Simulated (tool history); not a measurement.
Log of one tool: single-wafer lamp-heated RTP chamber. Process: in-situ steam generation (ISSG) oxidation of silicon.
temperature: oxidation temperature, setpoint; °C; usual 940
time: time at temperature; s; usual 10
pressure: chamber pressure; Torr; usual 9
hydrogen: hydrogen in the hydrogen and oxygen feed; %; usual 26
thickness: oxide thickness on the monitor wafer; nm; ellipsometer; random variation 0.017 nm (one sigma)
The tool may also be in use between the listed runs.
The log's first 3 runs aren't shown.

run   hour  temperature  time  pressure  hydrogen  read-back reference wafer on the same gauge, thickness  thickness
  4   32.8          940    10         9        26                                                   4.578      3.862
  5   46.1          940    10         9        26                                                   4.585       3.84
  6     57          924    11         9        26                                                   4.579      3.857
  7   72.6          924    11         9        26                                                   4.577      3.856
  8   82.6          940    10       8.5        26                                                   4.577      3.886
  9   89.6          940    10       8.5        26                                                   4.584      3.914
 10  100.9          940    10       8.5        26                                                   4.577      3.877
 11  110.6          940    10         9        26                                                   4.573      3.871
 12  121.8          940    10         9        26                                                   4.582      3.879
 13  128.8          940    10         9        26                                                   4.578      3.865
     157.6  -- pressure gauge zeroed
 14  170.6          940    10         9        26                                                   4.587      3.861
 15  187.8          940    10         9        26                                                   4.579      3.923
 16  204.4          935    11         8        26                                                   4.581      4.045
     220.9  -- pyrometer window cleaned and pyrometer calibrated
 17  221.4          924    10       9.8        31                                                   4.587      3.816
 18  228.9          940    10        10        32                                                   4.589      3.944
     284.5  -- hydrogen flow controller replaced
 19    285          954    12       9.8        32                                                   4.574      4.437
 20  292.8          940     7         9        26                                                   4.576      3.423
 21  300.7          926     9      10.2        23                                                   4.579      3.413
     301.6  -- gauge calibrated
 22  312.8          934    10         9        26                                                    4.58        3.8

The next listed run, before its measurement:
 23   328          940    10         9        26                                                       ?          ?

Run 23 gave read-back reference wafer on the same gauge, thickness 4.579, thickness 3.866 nm.
Without the tool's hidden state the same run would have given thickness 3.825 nm.
